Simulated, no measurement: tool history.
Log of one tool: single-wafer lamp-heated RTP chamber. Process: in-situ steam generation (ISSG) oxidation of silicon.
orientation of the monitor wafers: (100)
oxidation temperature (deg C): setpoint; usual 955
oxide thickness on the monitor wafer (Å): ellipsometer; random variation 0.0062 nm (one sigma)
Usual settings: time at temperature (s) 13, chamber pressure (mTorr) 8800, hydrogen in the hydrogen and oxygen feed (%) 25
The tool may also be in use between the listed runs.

run   hour  oxidation temperature (deg C)  time at temperature (s)  chamber pressure (mTorr)  hydrogen in the hydrogen and oxygen feed (%)  wafers since the last listed run  wafers since the last pyrometer calibration  hours since the pressure gauge was zeroed  hours since the hydrogen flow controller was replaced  hours since the gauge calibration  read-back reference wafer on the same gauge, thickness  oxide thickness on the monitor wafer (Å)
  1    0.0                            955                       13                      8800                                            25                                 0                                         6616                                     3608.2                                                 2846.1                               44.9                                                   4.102                                     41.95
  2   43.2                            955                       13                      8800                                            25                               214                                         6831                                     3651.4                                                 2889.3                               88.1                                                   4.103                                     41.89
  3   57.3                            955                       13                      8800                                            25                                70                                         6901                                     3665.5                                                 2903.4                              102.2                                                   4.103                                     41.99
  4   73.2                            955                       13                      8800                                            25                                79                                         6980                                     3681.4                                                 2919.3                              118.1                                                   4.098                                     41.97
  5   90.1                            950                       16                      8800                                            25                                84                                         7064                                     3698.3                                                 2936.2                              135.0                                                   4.101                                     44.91
  6  141.4                            950                       16                      8800                                            25                               255                                         7320                                     3749.6                                                 2987.5                              186.3                                                   4.101                                     44.93
  7  156.2                            955                       13                      8800                                            25                                73                                         7393                                     3764.4                                                 3002.3                              201.1                                                   4.103                                     42.12
  8  207.7                            955                       13                      8800                                            25                               256                                         7649                                     3815.9                                                 3053.8                              252.6                                                   4.103                                     42.21
  9  216.3                            955                       13                      8800                                            25                                42                                         7692                                     3824.5                                                 3062.4                              261.2                                                   4.099                                     42.20
 10  228.4                            947                       17                      8800                                            25                                60                                         7752                                     3836.6                                                 3074.5                              273.3                                                   4.103                                     45.74
 11  239.1                            949                       17                      8800                                            25                                53                                         7806                                     3847.3                                                 3085.2                              284.0                                                   4.099                                     46.04
     256.4  -- pyrometer window cleaned and pyrometer calibrated
     256.8  -- pressure gauge zeroed
 12  257.3                            955                       13                      9400                                            25                                49                                            2                                        0.5                                                 3103.4                              302.2                                                   4.099                                     40.89
     273.2  -- hydrogen flow controller replaced
 13  273.7                            955                       13                      9200                                            20                                41                                           44                                       16.9                                                    0.5                              318.6                                                   4.101                                     38.96
     276.1  -- gauge calibrated
 14  287.2                            943                       10                     10200                                            18                                67                                          111                                       30.4                                                   14.0                               11.1                                                   4.100                                     32.87
 15  299.1                            955                       13                      8800                                            25                                59                                          170                                       42.3                                                   25.9                               23.0                                                   4.102                                     41.31
 16  307.9                            937                       13                      8100                                            25                                43                                          214                                       51.1                                                   34.7                               31.8                                                   4.100                                     39.76
 17  317.0                            949                       10                      8300                                            32                                45                                          259                                       60.2                                                   43.8                               40.9                                                   4.103                                     39.77
 18  323.5                            964                       15                      8800                                            25                                32                                          292                                       66.7                                                   50.3                               47.4                                                   4.098                                     44.52
 19  341.0                            955                       13                      8800                                            25                                87                                          379                                       84.2                                                   67.8                               64.9                                                   4.100                                     41.35
 20  348.3                            955                       13                      8800                                            25                                36                                          415                                       91.5                                                   75.1                               72.2                                                   4.102                                     41.16
 21  364.0                            939                       13                      9500                                            25                                78                                          493                                      107.2                                                   90.8                               87.9                                                   4.100                                     39.09

4 ways to go on from here, each from the tool as it stands after run 21. What would each give?
  A  364.4                            955                       16                      8800                                            25                                 1                                          495                                      107.6                                                   91.2                               88.3                                                       ?                                         ?
  B  364.4                            973                       10                      7300                                            30                                 1                                          495                                      107.6                                                   91.2                               88.3                                                       ?                                         ?
  C  364.4                            970                        8                      8200                                            25                                 1                                          495                                      107.6                                                   91.2                               88.3                                                       ?                                         ?
  D  364.4                            955                       13                      8400                                            17                                 1                                          495                                      107.6                                                   91.2                               88.3                                                       ?                                         ?

run  read-back reference wafer on the same gauge, thickness  oxide thickness on the monitor wafer (Å)
  A                                                   4.102                                     44.63
  B                                                   4.102                                     41.65
  C                                                   4.102                                     35.96
  D                                                   4.102                                     37.70
Without the tool's hidden state the same runs would have given:
run  oxide thickness on the monitor wafer (Å)
  A                                     44.47
  B                                     41.51
  C                                     35.86
  D                                     37.58

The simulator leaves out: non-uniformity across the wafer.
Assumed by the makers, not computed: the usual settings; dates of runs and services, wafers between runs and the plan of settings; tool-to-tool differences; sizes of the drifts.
